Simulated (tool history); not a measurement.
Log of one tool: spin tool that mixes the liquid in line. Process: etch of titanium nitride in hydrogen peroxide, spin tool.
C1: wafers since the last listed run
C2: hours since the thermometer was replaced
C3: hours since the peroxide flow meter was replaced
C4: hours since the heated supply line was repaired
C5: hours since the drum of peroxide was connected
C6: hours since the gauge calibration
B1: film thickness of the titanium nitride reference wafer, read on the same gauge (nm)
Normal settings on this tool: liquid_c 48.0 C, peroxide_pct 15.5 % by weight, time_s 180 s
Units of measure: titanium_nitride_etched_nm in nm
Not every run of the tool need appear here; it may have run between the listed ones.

{"run": 1, "hour": 0.0, "liquid_c": 48.0, "peroxide_pct": 15.5, "time_s": 180, "C1": 0, "C2": 784.9, "C3": 783.2, "C4": 3006.1, "C5": 916.9, "C6": 720.6, "B1": 135.06, "titanium_nitride_etched_nm": 10.03}
{"hour": 9.1, "done": "peroxide flow meter replaced"}
{"run": 2, "hour": 24.7, "liquid_c": 48.0, "peroxide_pct": 15.5, "time_s": 180, "C1": 114, "C2": 809.6, "C3": 15.6, "C4": 3030.8, "C5": 941.6, "C6": 745.3, "B1": 135.2, "titanium_nitride_etched_nm": 10.01}
{"hour": 30.8, "done": "new drum of peroxide connected"}
{"run": 3, "hour": 43.7, "liquid_c": 48.0, "peroxide_pct": 15.5, "time_s": 180, "C1": 86, "C2": 828.6, "C3": 34.6, "C4": 3049.8, "C5": 12.9, "C6": 764.3, "B1": 135.17, "titanium_nitride_etched_nm": 10.0}
{"run": 4, "hour": 59.5, "liquid_c": 54.5, "peroxide_pct": 18.0, "time_s": 120, "C1": 76, "C2": 844.4, "C3": 50.4, "C4": 3065.6, "C5": 28.7, "C6": 780.1, "B1": 135.14, "titanium_nitride_etched_nm": 10.99}
{"run": 5, "hour": 92.3, "liquid_c": 48.0, "peroxide_pct": 15.5, "time_s": 180, "C1": 157, "C2": 877.2, "C3": 83.2, "C4": 3098.4, "C5": 61.5, "C6": 812.9, "B1": 135.23, "titanium_nitride_etched_nm": 9.96}
{"run": 6, "hour": 106.0, "liquid_c": 48.0, "peroxide_pct": 15.5, "time_s": 150, "C1": 65, "C2": 890.9, "C3": 96.9, "C4": 3112.1, "C5": 75.2, "C6": 826.6, "B1": 135.26, "titanium_nitride_etched_nm": 8.37}
{"hour": 122.2, "done": "heated supply line repaired"}
{"run": 7, "hour": 133.0, "liquid_c": 48.0, "peroxide_pct": 15.5, "time_s": 180, "C1": 125, "C2": 917.9, "C3": 123.9, "C4": 10.8, "C5": 102.2, "C6": 853.6, "B1": 135.26, "titanium_nitride_etched_nm": 10.03}
{"run": 8, "hour": 147.9, "liquid_c": 48.0, "peroxide_pct": 13.5, "time_s": 85, "C1": 71, "C2": 932.8, "C3": 138.8, "C4": 25.7, "C5": 117.1, "C6": 868.5, "B1": 135.35, "titanium_nitride_etched_nm": 4.6}
{"run": 9, "hour": 185.4, "liquid_c": 43.0, "peroxide_pct": 18.0, "time_s": 130, "C1": 180, "C2": 970.3, "C3": 176.3, "C4": 63.2, "C5": 154.6, "C6": 906.0, "B1": 135.33, "titanium_nitride_etched_nm": 5.15}
{"run": 10, "hour": 205.0, "liquid_c": 41.5, "peroxide_pct": 17.5, "time_s": 100, "C1": 94, "C2": 989.9, "C3": 195.9, "C4": 82.8, "C5": 174.2, "C6": 925.6, "B1": 135.34, "titanium_nitride_etched_nm": 3.52}
{"hour": 219.3, "done": "thermometer replaced"}
{"run": 11, "hour": 231.9, "liquid_c": 54.5, "peroxide_pct": 18.0, "time_s": 180, "C1": 124, "C2": 12.6, "C3": 222.8, "C4": 109.7, "C5": 201.1, "C6": 952.5, "B1": 135.4, "titanium_nitride_etched_nm": 16.43}
{"run": 12, "hour": 257.3, "liquid_c": 39.0, "peroxide_pct": 15.5, "time_s": 180, "C1": 122, "C2": 38.0, "C3": 248.2, "C4": 135.1, "C5": 226.5, "C6": 977.9, "B1": 135.42, "titanium_nitride_etched_nm": 5.13}
{"hour": 258.9, "done": "gauge calibrated"}
{"run": 13, "hour": 357.2, "liquid_c": 48.0, "peroxide_pct": 12.5, "time_s": 150, "C1": 481, "C2": 137.9, "C3": 348.1, "C4": 235.0, "C5": 326.4, "C6": 98.3, "B1": 131.88, "titanium_nitride_etched_nm": 7.74}
{"run": 14, "hour": 388.0, "liquid_c": 48.0, "peroxide_pct": 15.5, "time_s": 180, "C1": 148, "C2": 168.7, "C3": 378.9, "C4": 265.8, "C5": 357.2, "C6": 129.1, "B1": 132.26, "titanium_nitride_etched_nm": 9.73}
{"run": 15, "hour": 422.8, "liquid_c": 48.0, "peroxide_pct": 19.5, "time_s": 180, "C1": 167, "C2": 203.5, "C3": 413.7, "C4": 300.6, "C5": 392.0, "C6": 163.9, "B1": 132.58, "titanium_nitride_etched_nm": 10.39}
{"run": 16, "hour": 443.9, "liquid_c": 42.0, "peroxide_pct": 15.5, "time_s": 225, "C1": 101, "C2": 224.6, "C3": 434.8, "C4": 321.7, "C5": 413.1, "C6": 185.0, "B1": 132.8, "titanium_nitride_etched_nm": 7.89}
{"run": 17, "hour": 470.2, "liquid_c": 48.0, "peroxide_pct": 17.5, "time_s": 180, "C1": 126, "C2": 250.9, "C3": 461.1, "C4": 348.0, "C5": 439.4, "C6": 211.3, "B1": 133.04, "titanium_nitride_etched_nm": 10.14}
{"run": 18, "hour": 492.9, "liquid_c": 48.0, "peroxide_pct": 15.5, "time_s": 180, "C1": 109, "C2": 273.6, "C3": 483.8, "C4": 370.7, "C5": 462.1, "C6": 234.0, "B1": 133.25, "titanium_nitride_etched_nm": 9.88}
{"run": 19, "hour": 522.4, "liquid_c": 56.0, "peroxide_pct": 15.5, "time_s": 150, "C1": 142, "C2": 303.1, "C3": 513.3, "C4": 400.2, "C5": 491.6, "C6": 263.5, "B1": 133.47, "titanium_nitride_etched_nm": 14.57}
{"run": 20, "hour": 537.8, "liquid_c": 39.5, "peroxide_pct": 19.5, "time_s": 245, "C1": 74, "C2": 318.5, "C3": 528.7, "C4": 415.6, "C5": 507.0, "C6": 278.9, "B1": 133.52, "titanium_nitride_etched_nm": 7.46}
{"run": 21, "hour": 556.8, "liquid_c": 54.0, "peroxide_pct": 19.5, "time_s": 210, "C1": 91, "C2": 337.5, "C3": 547.7, "C4": 434.6, "C5": 526.0, "C6": 297.9, "B1": 133.73, "titanium_nitride_etched_nm": 18.72}
{"run": 22, "hour": 576.7, "liquid_c": 48.0, "peroxide_pct": 15.5, "time_s": 180, "C1": 95, "C2": 357.4, "C3": 567.6, "C4": 454.5, "C5": 545.9, "C6": 317.8, "B1": 133.83, "titanium_nitride_etched_nm": 10.01}
{"run": 23, "hour": 592.8, "liquid_c": 48.0, "peroxide_pct": 15.5, "time_s": 180, "C1": 77, "C2": 373.5, "C3": 583.7, "C4": 470.6, "C5": 562.0, "C6": 333.9, "B1": 133.91, "titanium_nitride_etched_nm": 9.88}
{"run": 24, "hour": 605.0, "liquid_c": 48.0, "peroxide_pct": 15.5, "time_s": 180, "C1": 58, "C2": 385.7, "C3": 595.9, "C4": 482.8, "C5": 574.2, "C6": 346.1, "B1": 134.0, "titanium_nitride_etched_nm": 9.93}

For run 25, what comes out?
{"run": 25, "hour": 629.5, "liquid_c": 55.0, "peroxide_pct": 15.5, "time_s": 180, "C1": 117, "C2": 410.2, "C3": 620.4, "C4": 507.3, "C5": 598.7, "C6": 370.6, "B1": "?", "titanium_nitride_etched_nm": "?"}

{"run 25": {"B1": 134.12, "titanium_nitride_etched_nm": 16.44}}
Were there no unlogged condition in the tool, this run, its random variation unchanged, would have produced titanium_nitride_etched_nm 15.94 nm.
